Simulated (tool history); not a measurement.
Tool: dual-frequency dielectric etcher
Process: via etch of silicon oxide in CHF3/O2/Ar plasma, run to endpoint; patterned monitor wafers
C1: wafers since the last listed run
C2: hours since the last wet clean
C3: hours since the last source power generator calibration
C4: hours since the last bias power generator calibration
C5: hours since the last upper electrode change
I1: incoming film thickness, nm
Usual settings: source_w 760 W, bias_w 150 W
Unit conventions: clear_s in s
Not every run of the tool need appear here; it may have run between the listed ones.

Run 1, day 0: usual settings; C1 0; C2 222.3; C3 1818.1; C4 2888.4; C5 2346.5; I1 508.8. Result: clear_s 224.7 s.
Run 2, day 0.85: usual settings; C1 80; C2 242.7; C3 1838.5; C4 2908.8; C5 2366.9; I1 510.8. Result: clear_s 225.5 s.
Run 3, day 1.617: usual settings; C1 72; C2 261.1; C3 1856.9; C4 2927.2; C5 2385.3; I1 512.3. Result: clear_s 224.9 s.
Run 4, day 2.6: usual settings but source_w 880 W; C1 92; C2 284.7; C3 1880.5; C4 2950.8; C5 2408.9; I1 511.9. Result: clear_s 213.9 s.
Run 5, day 5.721: usual settings; C1 294; C2 359.6; C3 1955.4; C4 3025.7; C5 2483.8; I1 514.1. Result: clear_s 228.4 s.
At day 8.317: wet clean of the chamber.
Run 6, day 9.525: usual settings; C1 264; C2 29; C3 2046.7; C4 3117; C5 2575.1; I1 513.9. Result: clear_s 226 s.
Run 7, day 10.304: usual settings; C1 73; C2 47.7; C3 2065.4; C4 3135.7; C5 2593.8; I1 518.3. Result: clear_s 228.1 s.
Run 8, day 11.029: usual settings; C1 68; C2 65.1; C3 2082.8; C4 3153.1; C5 2611.2; I1 512.5. Result: clear_s 225.6 s.
Run 9, day 12.112: usual settings; C1 102; C2 91.1; C3 2108.8; C4 3179.1; C5 2637.2; I1 512.8. Result: clear_s 228.3 s.
Run 10, day 12.704: usual settings; C1 55; C2 105.3; C3 2123; C4 3193.3; C5 2651.4; I1 513.7. Result: clear_s 224.9 s.
At day 13.5: source power generator calibrated.
At day 14.2: upper electrode replaced.
Run 11, day 14.221: usual settings; C1 61; C2 141.7; C3 17.3; C4 3229.7; C5 0.5; I1 510.4. Result: clear_s 227.7 s.
Run 12, day 14.854: usual settings but bias_w 138 W; C1 59; C2 156.9; C3 32.5; C4 3244.9; C5 15.7; I1 510.9. Result: clear_s 233.4 s.
Run 13, day 15.567: usual settings; C1 67; C2 174; C3 49.6; C4 3262; C5 32.8; I1 511.8. Result: clear_s 226.4 s.
Run 14, day 16.083: usual settings; C1 48; C2 186.4; C3 62; C4 3274.4; C5 45.2; I1 509.1. Result: clear_s 222.5 s.
Run 15, day 16.821: usual settings but bias_w 126 W; C1 69; C2 204.1; C3 79.7; C4 3292.1; C5 62.9; I1 514.8. Result: clear_s 241.3 s.
Run 16, day 18.162: usual settings but source_w 810 W, bias_w 140 W; C1 126; C2 236.3; C3 111.9; C4 3324.3; C5 95.1; I1 512.8. Result: clear_s 226.8 s.
Run 17, day 19.096: usual settings but source_w 630 W, bias_w 167 W; C1 88; C2 258.7; C3 134.3; C4 3346.7; C5 117.5; I1 515.4. Result: clear_s 241.7 s.
Run 18, day 19.842: usual settings; C1 70; C2 276.6; C3 152.2; C4 3364.6; C5 135.4; I1 516. Result: clear_s 230.7 s.
Run 19, day 21.271: usual settings; C1 134; C2 310.9; C3 186.5; C4 3398.9; C5 169.7; I1 513.2. Result: clear_s 228.1 s.
Run 20, day 21.9: usual settings but bias_w 117 W; C1 59; C2 326; C3 201.6; C4 3414; C5 184.8; I1 510.7. Result: clear_s 245.5 s.
Run 21, day 22.579: usual settings; C1 64; C2 342.3; C3 217.9; C4 3430.3; C5 201.1; I1 510.2. Result: clear_s 224.8 s.
Run 22, day 23.958: usual settings but source_w 620 W, bias_w 172 W; C1 130; C2 375.4; C3 251; C4 3463.4; C5 234.2; I1 511.4. Result: clear_s 236 s.
Run 23, day 24.862: usual settings; C1 85; C2 397.1; C3 272.7; C4 3485.1; C5 255.9; I1 509.6. Result: clear_s 225.8 s.
Run 24, day 26.15: usual settings but source_w 650 W; C1 121; C2 428; C3 303.6; C4 3516; C5 286.8; I1 514.4. Result: clear_s 241.2 s.
Run 25, day 27.242: usual settings; C1 103; C2 454.2; C3 329.8; C4 3542.2; C5 313; I1 510. Result: clear_s 228.2 s.
At day 29.183: wet clean of the chamber.
Run 26, day 29.204: usual settings but source_w 930 W; C1 90; C2 0.5; C3 376.9; C4 3589.3; C5 360.1; I1 511.7. Result: clear_s 207.9 s.
Run 27, day 29.233: usual settings but source_w 690 W, bias_w 164 W; C1 2; C2 1.2; C3 377.6; C4 3590; C5 360.8; I1 506. Result: clear_s 225.9 s.
At day 29.633: bias power generator calibrated.
Run 28, day 30.675: usual settings but source_w 710 W, bias_w 168 W; C1 120; C2 35.8; C3 412.2; C4 25; C5 395.4; I1 508.8. Result: clear_s 224.3 s.
Run 29, day 31.196: usual settings but source_w 920 W, bias_w 168 W; C1 49; C2 48.3; C3 424.7; C4 37.5; C5 407.9; I1 509.3. Result: clear_s 197.5 s.
Run 30, day 32.608: usual settings but source_w 650 W, bias_w 168 W; C1 133; C2 82.2; C3 458.6; C4 71.4; C5 441.8; I1 510.6. Result: clear_s 231.9 s.
Run 31, day 35.883: usual settings but source_w 950 W; C1 309; C2 160.8; C3 537.2; C4 150; C5 520.4; I1 506.6. Result: clear_s 202.8 s.
Run 32, day 36.846: usual settings but source_w 830 W, bias_w 116 W; C1 90; C2 183.9; C3 560.3; C4 173.1; C5 543.5; I1 513.3. Result: clear_s 232.9 s.
Run 33, day 37.758: usual settings but source_w 630 W; C1 86; C2 205.8; C3 582.2; C4 195; C5 565.4; I1 512. Result: clear_s 246.7 s.
Run 34, day 39.125: usual settings but source_w 710 W, bias_w 188 W; C1 129; C2 238.6; C3 615; C4 227.8; C5 598.2; I1 511. Result: clear_s 214.5 s.

State the hidden condition of the tool at each of the runs:
etch rate over this chamber's usual, %: 0 on each run
source power that arrives over what is set, %: 0 on each run
bias power that arrives over what is set, %: 0 on each run
